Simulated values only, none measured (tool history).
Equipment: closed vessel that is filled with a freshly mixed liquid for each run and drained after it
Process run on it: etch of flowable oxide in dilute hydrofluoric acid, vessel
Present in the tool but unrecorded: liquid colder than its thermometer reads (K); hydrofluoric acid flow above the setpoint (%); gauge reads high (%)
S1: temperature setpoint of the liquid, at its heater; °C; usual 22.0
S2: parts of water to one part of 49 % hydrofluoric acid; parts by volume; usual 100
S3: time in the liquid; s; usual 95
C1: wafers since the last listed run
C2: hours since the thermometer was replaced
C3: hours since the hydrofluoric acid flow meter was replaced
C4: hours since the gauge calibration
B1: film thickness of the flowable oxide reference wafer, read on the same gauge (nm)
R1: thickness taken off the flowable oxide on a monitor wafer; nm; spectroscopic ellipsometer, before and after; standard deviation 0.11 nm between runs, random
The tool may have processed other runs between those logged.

run	hour	S1	S2	S3	C1	C2	C3	C4	B1	R1
1	0.0	22.0	100	55	0	328.9	1415.8	762.2	150.01	13.57
2	68.4	22.0	100	55	5550	397.3	1484.2	830.6	150.04	13.44
3	126.7	22.0	100	95	4730	455.6	1542.5	888.9	150.00	23.44
4	273.5	22.0	100	95	11911	602.4	1689.3	1035.7	150.00	23.47
5	331.0	22.0	100	95	4665	659.9	1746.8	1093.2	150.01	23.59
6	364.5	22.0	100	95	2718	693.4	1780.3	1126.7	150.00	23.67
7	399.0	22.0	100	95	2799	727.9	1814.8	1161.2	150.01	23.65
8	451.6	22.0	100	95	4268	780.5	1867.4	1213.8	150.01	24.05
9	482.4	22.0	100	95	2499	811.3	1898.2	1244.6	150.01	23.76
10	516.8	22.0	100	95	2791	845.7	1932.6	1279.0	150.02	23.75
# hour 577.8: thermometer replaced
11	583.6	22.0	100	95	5339	5.8	1999.4	1345.8	150.02	23.78
# hour 640.5: hydrofluoric acid flow meter replaced
12	683.4	18.0	100	95	8016	105.6	42.9	1445.6	150.00	18.89
13	732.3	19.5	100	50	3967	154.5	91.8	1494.5	150.00	10.52
# hour 759.6: gauge calibrated
14	795.2	26.5	120	140	5103	217.4	154.7	35.6	149.98	31.56
15	983.3	19.5	100	50	15262	405.5	342.8	223.7	150.01	10.64
16	1033.9	22.0	130	120	4105	456.1	393.4	274.3	149.98	21.03
17	1102.4	22.0	125	95	5558	524.6	461.9	342.8	150.03	17.51
18	1129.6	22.0	130	95	2207	551.8	489.1	370.0	150.01	16.70
19	1187.6	22.0	100	95	4706	609.8	547.1	428.0	149.99	22.70
20	1240.6	20.0	75	150	4300	662.8	600.1	481.0	150.00	44.85

Hidden condition of the tool, last listed run before each entry between runs versus first listed run after:
From run 10 to run 11: thermometer replaced (hour 577.8)
  hydrofluoric acid flow above the setpoint (%): 7.08 -> 7.27
  measured value less the no-hidden-state value, R1: +1.74 -> +1.79 nm
From run 11 to run 12: hydrofluoric acid flow meter replaced (hour 640.5)
  hydrofluoric acid flow above the setpoint (%): 7.27 -> 0.185
  measured value less the no-hidden-state value, R1: +1.79 -> +0.04 nm
From run 13 to run 14: gauge calibrated (hour 759.6)
  hydrofluoric acid flow above the setpoint (%): 0.327 -> 0.509
  measured value less the no-hidden-state value, R1: +0.04 -> +0.19 nm

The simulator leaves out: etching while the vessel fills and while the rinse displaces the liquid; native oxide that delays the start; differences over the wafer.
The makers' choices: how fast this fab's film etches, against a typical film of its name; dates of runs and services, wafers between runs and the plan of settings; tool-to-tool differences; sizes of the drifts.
